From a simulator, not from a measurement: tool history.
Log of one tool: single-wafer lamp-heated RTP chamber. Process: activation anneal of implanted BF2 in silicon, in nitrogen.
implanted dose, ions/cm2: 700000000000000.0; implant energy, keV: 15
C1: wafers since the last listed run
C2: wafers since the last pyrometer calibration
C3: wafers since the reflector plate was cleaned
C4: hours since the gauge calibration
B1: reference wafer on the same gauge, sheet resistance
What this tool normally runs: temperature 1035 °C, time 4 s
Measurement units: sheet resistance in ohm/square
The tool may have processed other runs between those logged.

{"run": 1, "hour": 0.0, "temperature": 1035, "time": 4, "C1": 0, "C2": 3034, "C3": 4274, "C4": 92.9, "B1": 220.84, "sheet resistance": 218.52}
{"run": 2, "hour": 16.8, "temperature": 1035, "time": 4, "C1": 175, "C2": 3209, "C3": 4449, "C4": 109.7, "B1": 221.01, "sheet resistance": 218.38}
{"run": 3, "hour": 34.1, "temperature": 1035, "time": 4, "C1": 180, "C2": 3390, "C3": 4630, "C4": 127, "B1": 221.07, "sheet resistance": 219.15}
{"run": 4, "hour": 47.2, "temperature": 1035, "time": 4, "C1": 136, "C2": 3526, "C3": 4766, "C4": 140.1, "B1": 221.08, "sheet resistance": 217.64}
{"run": 5, "hour": 54.4, "temperature": 1035, "time": 4, "C1": 75, "C2": 3601, "C3": 4841, "C4": 147.3, "B1": 220.77, "sheet resistance": 216.74}
{"run": 6, "hour": 63.3, "temperature": 1035, "time": 4, "C1": 92, "C2": 3694, "C3": 4934, "C4": 156.2, "B1": 221.14, "sheet resistance": 217.61}
{"run": 7, "hour": 71.8, "temperature": 1035, "time": 6, "C1": 88, "C2": 3783, "C3": 5023, "C4": 164.7, "B1": 220.8, "sheet resistance": 208.37}
{"run": 8, "hour": 79.7, "temperature": 1035, "time": 6, "C1": 82, "C2": 3865, "C3": 5105, "C4": 172.6, "B1": 220.98, "sheet resistance": 208.39}
{"run": 9, "hour": 92.3, "temperature": 1035, "time": 6, "C1": 131, "C2": 3996, "C3": 5237, "C4": 185.2, "B1": 220.75, "sheet resistance": 207.99}
{"run": 10, "hour": 99.9, "temperature": 1035, "time": 5, "C1": 79, "C2": 4076, "C3": 5316, "C4": 192.8, "B1": 221.03, "sheet resistance": 211.87}
{"run": 11, "hour": 115.6, "temperature": 1035, "time": 4, "C1": 163, "C2": 4239, "C3": 5480, "C4": 208.5, "B1": 221.23, "sheet resistance": 216.92}
{"hour": 118.3, "done": "gauge calibrated"}
{"run": 12, "hour": 128.7, "temperature": 1044, "time": 5, "C1": 136, "C2": 4376, "C3": 5616, "C4": 10.4, "B1": 221.09, "sheet resistance": 204.23}
{"hour": 143.9, "done": "reflector plate cleaned"}
{"run": 13, "hour": 144.4, "temperature": 1063, "time": 3, "C1": 80, "C2": 4456, "C3": 5, "C4": 26.1, "B1": 220.97, "sheet resistance": 199.98}
{"hour": 159.7, "done": "pyrometer window cleaned and pyrometer calibrated"}
{"run": 14, "hour": 160.2, "temperature": 1022, "time": 4, "C1": 81, "C2": 5, "C3": 86, "C4": 41.9, "B1": 220.74, "sheet resistance": 239.07}
{"run": 15, "hour": 163.6, "temperature": 1035, "time": 4, "C1": 35, "C2": 40, "C3": 121, "C4": 45.3, "B1": 220.98, "sheet resistance": 225.66}
{"run": 16, "hour": 176.6, "temperature": 1048, "time": 3, "C1": 135, "C2": 176, "C3": 257, "C4": 58.3, "B1": 220.83, "sheet resistance": 219.65}
{"run": 17, "hour": 190.5, "temperature": 1053, "time": 3, "C1": 144, "C2": 321, "C3": 402, "C4": 72.2, "B1": 221.04, "sheet resistance": 214.87}
{"run": 18, "hour": 205.1, "temperature": 1053, "time": 5, "C1": 152, "C2": 473, "C3": 554, "C4": 86.8, "B1": 220.91, "sheet resistance": 205.39}
{"run": 19, "hour": 219.9, "temperature": 1047, "time": 3, "C1": 154, "C2": 627, "C3": 709, "C4": 101.6, "B1": 221.09, "sheet resistance": 219.31}
{"run": 20, "hour": 235.9, "temperature": 1049, "time": 4, "C1": 166, "C2": 794, "C3": 875, "C4": 117.6, "B1": 221.1, "sheet resistance": 213.07}
{"run": 21, "hour": 251.7, "temperature": 1062, "time": 3, "C1": 164, "C2": 959, "C3": 1040, "C4": 133.4, "B1": 220.8, "sheet resistance": 207.44}

Some steps in sheet resistance between neighbouring runs. How much of each would the tool show without its hidden state too (settings, what came in, random variation), and how much is left for the hidden state, with any gauge scatter that isn't in both results?
The hidden state here: true wafer temperature minus pyrometer reading, K; wafer temperature error from the tarnished reflector plate, K; gauge reads high (%).
Run 2 -> 3: no setting changed, nothing entered. sheet resistance +0.77 ohm/square: hidden state -0.43, all else +1.2.
Run 13 -> 14: temperature 1063 -> 1022, time 3 -> 4, pyrometer window cleaned and pyrometer calibrated. sheet resistance +39.09 ohm/square: hidden state +8.68, all else +30.41.
Run 18 -> 19: temperature 1053 -> 1047, time 5 -> 3. sheet resistance +13.92 ohm/square: hidden state -0.43, all else +14.35.

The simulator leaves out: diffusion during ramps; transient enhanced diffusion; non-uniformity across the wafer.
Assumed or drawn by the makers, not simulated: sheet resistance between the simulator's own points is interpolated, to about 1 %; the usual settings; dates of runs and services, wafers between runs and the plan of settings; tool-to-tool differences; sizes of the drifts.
